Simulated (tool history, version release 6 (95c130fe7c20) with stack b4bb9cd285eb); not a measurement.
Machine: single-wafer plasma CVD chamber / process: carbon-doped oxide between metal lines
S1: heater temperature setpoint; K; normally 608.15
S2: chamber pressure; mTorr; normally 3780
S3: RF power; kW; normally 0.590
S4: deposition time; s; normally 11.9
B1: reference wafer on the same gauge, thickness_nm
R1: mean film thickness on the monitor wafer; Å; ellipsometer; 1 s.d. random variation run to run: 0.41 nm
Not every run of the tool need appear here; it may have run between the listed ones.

Run 1, hour 0.0: usual settings but S2 4040 mTorr; B1 61.235. Result: R1 688.21 Å.
Run 2, hour 91.1: usual settings but S2 4040 mTorr; B1 61.099. Result: R1 685.23 Å.
Run 3, hour 151.2: usual settings but S1 598.15 K, S2 4110 mTorr; B1 61.011. Result: R1 709.55 Å.
Run 4, hour 188.8: usual settings but S1 598.15 K, S2 4110 mTorr; B1 60.944. Result: R1 700.99 Å.
Run 5, hour 333.9: usual settings; B1 60.728. Result: R1 673.37 Å.
Run 6, hour 398.4: usual settings; B1 60.484. Result: R1 670.17 Å.
At hour 437.8: thermocouple changed; heater temperature recalibrated.
At hour 472.8: gauge calibrated.
Run 7, hour 497.3: usual settings but S3 0.645 kW, S4 10.5 s; B1 64.001. Result: R1 683.60 Å.
At hour 527.3: RF generator calibrated.
Run 8, hour 601.3: usual settings but S3 0.645 kW, S4 10.5 s; B1 63.847. Result: R1 678.15 Å.
Run 9, hour 697.8: usual settings but S3 0.645 kW, S4 10.5 s; B1 63.642. Result: R1 677.14 Å.
Run 10, hour 767.0: usual settings; B1 63.619. Result: R1 707.52 Å.
Run 11, hour 847.2: usual settings; B1 63.477. Result: R1 710.54 Å.
At hour 981.5: showerhead replaced.
Run 12, hour 1094.8: usual settings; B1 62.981. Result: R1 701.49 Å.
Run 13, hour 1137.7: usual settings; B1 62.876. Result: R1 695.00 Å.
At hour 1184.0: capacitance manometer re-zeroed and calibrated.
Run 14, hour 1224.3: usual settings but S4 9.5 s; B1 62.734. Result: R1 555.75 Å.
Run 15, hour 1273.6: usual settings but S1 594.15 K, S2 4470 mTorr, S3 0.550 kW; B1 62.642. Result: R1 699.01 Å.
Run 16, hour 1318.5: usual settings but S3 0.645 kW, S4 12.6 s; B1 62.544. Result: R1 803.74 Å.
Run 17, hour 1380.6: usual settings but S1 594.15 K, S2 3120 mTorr; B1 62.411. Result: R1 704.29 Å.
Run 18, hour 1419.3: usual settings but S4 12.7 s; B1 62.310. Result: R1 734.82 Å.
Run 19, hour 1493.8: usual settings but S1 620.15 K; B1 62.318. Result: R1 668.60 Å.
Run 20, hour 1541.6: usual settings but S1 603.15 K, S2 2900 mTorr, S3 0.495 kW, S4 13.5 s; B1 62.094. Result: R1 648.35 Å.
Run 21, hour 1623.0: usual settings but S1 616.15 K, S2 4680 mTorr; B1 62.044. Result: R1 699.16 Å.
Run 22, hour 1685.7: usual settings; B1 61.892. Result: R1 689.74 Å.
Run 23, hour 1787.3: usual settings; B1 61.732. Result: R1 689.95 Å.
Run 24, hour 1823.4: usual settings but S2 3140 mTorr, S4 12.9 s; B1 61.558. Result: R1 724.73 Å.
Run 25, hour 1904.5: usual settings; B1 61.448. Result: R1 676.45 Å.
Run 26, hour 2011.0: usual settings but S2 4100 mTorr, S3 0.510 kW; B1 61.216. Result: R1 594.74 Å.
Run 27, hour 2101.3: usual settings but S3 0.670 kW; B1 61.063. Result: R1 760.92 Å.
At hour 2101.6: gauge calibrated.
Run 28, hour 2178.8: usual settings; B1 63.635. Result: R1 698.78 Å.
Run 29, hour 2227.6: usual settings but S1 621.15 K, S4 10.0 s; B1 63.509. Result: R1 571.72 Å.

Alternative continuations, all from the tool just after run 29; predict every row:
Run A, hour 2228.0: usual settings but S4 13.8 s; B1 ?. Result: R1 ?.
Run B, hour 2228.0: usual settings but S1 596.15 K, S2 4060 mTorr, S3 0.535 kW, S4 13.5 s; B1 ?. Result: R1 ?.
Run C, hour 2228.0: usual settings but S2 4120 mTorr, S3 0.705 kW; B1 ?. Result: R1 ?.

run      B1      R1
  A  63.561  816.83
  B  63.561  763.03
  C  63.561  834.52
What these runs would have given with no unlogged condition in the tool:
run      R1
  A  823.06
  B  768.85
  C  840.88

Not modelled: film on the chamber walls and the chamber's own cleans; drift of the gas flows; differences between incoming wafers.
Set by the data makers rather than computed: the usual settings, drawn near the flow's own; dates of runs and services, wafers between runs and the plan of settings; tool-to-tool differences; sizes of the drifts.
